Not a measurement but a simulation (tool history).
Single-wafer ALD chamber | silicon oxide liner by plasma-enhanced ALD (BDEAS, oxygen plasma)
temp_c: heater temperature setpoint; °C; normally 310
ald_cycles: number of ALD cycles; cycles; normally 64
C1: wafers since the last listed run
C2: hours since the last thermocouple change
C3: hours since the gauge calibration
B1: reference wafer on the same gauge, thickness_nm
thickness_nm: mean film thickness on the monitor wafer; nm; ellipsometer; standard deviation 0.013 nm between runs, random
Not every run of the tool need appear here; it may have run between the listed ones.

{"run": 1, "day": 0.0, "temp_c": 310, "ald_cycles": 64, "C1": 0, "C2": 2245.3, "C3": 661.5, "B1": 4.587, "thickness_nm": 5.109}
{"run": 2, "day": 1.446, "temp_c": 310, "ald_cycles": 64, "C1": 193, "C2": 2280.0, "C3": 696.2, "B1": 4.591, "thickness_nm": 5.103}
{"run": 3, "day": 2.292, "temp_c": 310, "ald_cycles": 54, "C1": 113, "C2": 2300.3, "C3": 716.5, "B1": 4.581, "thickness_nm": 4.297}
{"run": 4, "day": 2.988, "temp_c": 310, "ald_cycles": 54, "C1": 93, "C2": 2317.0, "C3": 733.2, "B1": 4.578, "thickness_nm": 4.292}
{"run": 5, "day": 4.296, "temp_c": 310, "ald_cycles": 54, "C1": 175, "C2": 2348.4, "C3": 764.6, "B1": 4.58, "thickness_nm": 4.289}
{"run": 6, "day": 5.317, "temp_c": 310, "ald_cycles": 64, "C1": 136, "C2": 2372.9, "C3": 789.1, "B1": 4.576, "thickness_nm": 5.098}
{"run": 7, "day": 6.8, "temp_c": 310, "ald_cycles": 64, "C1": 198, "C2": 2408.5, "C3": 824.7, "B1": 4.578, "thickness_nm": 5.079}
{"run": 8, "day": 7.433, "temp_c": 310, "ald_cycles": 64, "C1": 84, "C2": 2423.7, "C3": 839.9, "B1": 4.573, "thickness_nm": 5.089}
{"run": 9, "day": 8.771, "temp_c": 304, "ald_cycles": 64, "C1": 179, "C2": 2455.8, "C3": 872.0, "B1": 4.572, "thickness_nm": 5.136}
{"run": 10, "day": 9.783, "temp_c": 304, "ald_cycles": 64, "C1": 135, "C2": 2480.1, "C3": 896.3, "B1": 4.563, "thickness_nm": 5.133}
{"run": 11, "day": 10.862, "temp_c": 310, "ald_cycles": 64, "C1": 144, "C2": 2506.0, "C3": 922.2, "B1": 4.559, "thickness_nm": 5.083}
{"day": 11.05, "done": "gauge calibrated"}
{"run": 12, "day": 11.825, "temp_c": 310, "ald_cycles": 64, "C1": 128, "C2": 2529.1, "C3": 18.6, "B1": 4.647, "thickness_nm": 5.169}
{"run": 13, "day": 12.592, "temp_c": 310, "ald_cycles": 64, "C1": 102, "C2": 2547.5, "C3": 37.0, "B1": 4.649, "thickness_nm": 5.149}
{"run": 14, "day": 14.0, "temp_c": 310, "ald_cycles": 64, "C1": 188, "C2": 2581.3, "C3": 70.8, "B1": 4.648, "thickness_nm": 5.165}
{"run": 15, "day": 14.817, "temp_c": 310, "ald_cycles": 64, "C1": 109, "C2": 2600.9, "C3": 90.4, "B1": 4.649, "thickness_nm": 5.152}
{"run": 16, "day": 15.504, "temp_c": 310, "ald_cycles": 64, "C1": 92, "C2": 2617.4, "C3": 106.9, "B1": 4.647, "thickness_nm": 5.146}
{"run": 17, "day": 16.554, "temp_c": 310, "ald_cycles": 64, "C1": 140, "C2": 2642.6, "C3": 132.1, "B1": 4.638, "thickness_nm": 5.166}
{"run": 18, "day": 17.938, "temp_c": 310, "ald_cycles": 64, "C1": 185, "C2": 2675.8, "C3": 165.3, "B1": 4.63, "thickness_nm": 5.16}
{"run": 19, "day": 19.371, "temp_c": 300, "ald_cycles": 55, "C1": 191, "C2": 2710.2, "C3": 199.7, "B1": 4.632, "thickness_nm": 4.506}
{"run": 20, "day": 20.825, "temp_c": 316, "ald_cycles": 64, "C1": 194, "C2": 2745.1, "C3": 234.6, "B1": 4.624, "thickness_nm": 5.13}
{"run": 21, "day": 21.688, "temp_c": 320, "ald_cycles": 60, "C1": 115, "C2": 2765.8, "C3": 255.3, "B1": 4.63, "thickness_nm": 4.741}
{"run": 22, "day": 22.458, "temp_c": 315, "ald_cycles": 55, "C1": 103, "C2": 2784.3, "C3": 273.8, "B1": 4.627, "thickness_nm": 4.397}
{"day": 23.05, "done": "thermocouple changed; heater temperature recalibrated"}
{"run": 23, "day": 23.175, "temp_c": 324, "ald_cycles": 75, "C1": 51, "C2": 3.0, "C3": 291.0, "B1": 4.63, "thickness_nm": 5.893}
{"run": 24, "day": 24.488, "temp_c": 296, "ald_cycles": 56, "C1": 175, "C2": 34.5, "C3": 322.5, "B1": 4.621, "thickness_nm": 4.668}
{"run": 25, "day": 25.846, "temp_c": 321, "ald_cycles": 67, "C1": 181, "C2": 67.1, "C3": 355.1, "B1": 4.62, "thickness_nm": 5.297}
{"run": 26, "day": 26.788, "temp_c": 316, "ald_cycles": 64, "C1": 126, "C2": 89.7, "C3": 377.7, "B1": 4.621, "thickness_nm": 5.089}
{"run": 27, "day": 27.962, "temp_c": 310, "ald_cycles": 55, "C1": 157, "C2": 117.9, "C3": 405.9, "B1": 4.616, "thickness_nm": 4.393}
{"run": 28, "day": 29.208, "temp_c": 314, "ald_cycles": 56, "C1": 166, "C2": 147.8, "C3": 435.8, "B1": 4.615, "thickness_nm": 4.468}
{"run": 29, "day": 29.767, "temp_c": 296, "ald_cycles": 64, "C1": 74, "C2": 161.2, "C3": 449.2, "B1": 4.614, "thickness_nm": 5.302}
{"run": 30, "day": 30.312, "temp_c": 319, "ald_cycles": 55, "C1": 73, "C2": 174.3, "C3": 462.3, "B1": 4.612, "thickness_nm": 4.348}
{"run": 31, "day": 31.188, "temp_c": 325, "ald_cycles": 72, "C1": 117, "C2": 195.3, "C3": 483.3, "B1": 4.604, "thickness_nm": 5.643}
{"run": 32, "day": 32.329, "temp_c": 310, "ald_cycles": 64, "C1": 152, "C2": 222.7, "C3": 510.7, "B1": 4.606, "thickness_nm": 5.103}
{"run": 33, "day": 32.921, "temp_c": 303, "ald_cycles": 54, "C1": 79, "C2": 236.9, "C3": 524.9, "B1": 4.604, "thickness_nm": 4.367}

Pick out some run-to-run changes in thickness_nm. Of each, how much would a tool without hidden state show as well, from the settings, what came in and chance, and how much is left for the hidden state and any gauge scatter not in both results compared?
The hidden state here: wafer temperature above the value expected at the setpoint (K); gauge reads high (%).
Run 5 -> 6: ald_cycles 54 -> 64. thickness_nm +0.809 nm: hidden state -0.016, all else +0.825.
Run 11 -> 12: gauge calibrated. thickness_nm +0.086 nm: hidden state +0.098, all else -0.012.
Run 22 -> 23: temp_c 315 -> 324, ald_cycles 55 -> 75, thermocouple changed; heater temperature recalibrated. thickness_nm +1.496 nm: hidden state -0.010, all else +1.506.
Run 23 -> 24: temp_c 324 -> 296, ald_cycles 75 -> 56. thickness_nm -1.225 nm: hidden state +0.003, all else -1.228.
Run 30 -> 31: temp_c 319 -> 325, ald_cycles 55 -> 72. thickness_nm +1.295 nm: hidden state -0.014, all else +1.309.
